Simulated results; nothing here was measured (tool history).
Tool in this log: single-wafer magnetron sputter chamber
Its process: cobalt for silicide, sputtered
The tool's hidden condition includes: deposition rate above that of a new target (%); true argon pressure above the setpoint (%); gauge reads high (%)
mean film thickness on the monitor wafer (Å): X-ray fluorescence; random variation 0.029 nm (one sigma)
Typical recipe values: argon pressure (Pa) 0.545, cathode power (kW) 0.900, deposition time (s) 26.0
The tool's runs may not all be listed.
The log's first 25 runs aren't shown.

run	day	argon pressure (Pa)	cathode power (kW)	deposition time (s)	wafers since the last listed run	wafers on the sputter target	hours since the last manometer calibration	hours since the magnet pack was replaced	hours since the gauge calibration	read-back reference wafer on the same gauge, thickness_nm	mean film thickness on the monitor wafer (Å)
26	78.896	0.545	0.900	29.8	1719	2182	778.5	10435.7	481.5	12.801	125.21
27	83.075	0.751	0.900	26.0	2296	4479	878.8	10536.0	581.8	12.797	101.38
# day 84.758: magnet pack replaced
28	95.000	0.355	0.750	26.0	6369	10848	1165.0	245.8	868.0	12.809	101.34
29	96.908	0.545	0.900	21.9	1048	11896	1210.8	291.6	913.8	12.800	92.06
30	98.904	0.340	0.900	24.3	1096	12993	1258.7	339.5	961.7	12.820	109.59
31	102.538	0.373	1.100	23.9	1996	14989	1345.9	426.7	1048.9	12.803	125.63
# day 103.788: sputter target and shields replaced
32	106.912	0.545	0.900	23.5	2220	1716	1450.9	531.7	1153.9	12.799	98.75
33	108.412	0.545	1.000	28.7	824	2540	1486.9	567.7	1189.9	12.809	130.82
34	110.050	0.348	0.900	24.7	899	3440	1526.2	607.0	1229.2	12.820	111.67
35	114.521	0.709	0.900	24.1	2456	5896	1633.5	714.3	1336.5	12.820	95.82

Consider 3 possible next runs. They are alternatives, not a sequence: every one starts from the tool as it was left by run 35. What does each give?
A	114.538	0.545	0.900	26.0	9	5905	1633.9	714.7	1336.9	?	?
B	114.538	0.642	1.050	23.0	9	5905	1633.9	714.7	1336.9	?	?
C	114.538	0.545	0.900	31.0	9	5905	1633.9	714.7	1336.9	?	?

run	read-back reference wafer on the same gauge, thickness_nm	mean film thickness on the monitor wafer (Å)
A	12.825	109.30
B	12.825	105.74
C	12.825	130.32
What these runs would have given with no unlogged condition in the tool:
run	mean film thickness on the monitor wafer (Å)
A	109.14
B	105.58
C	130.12
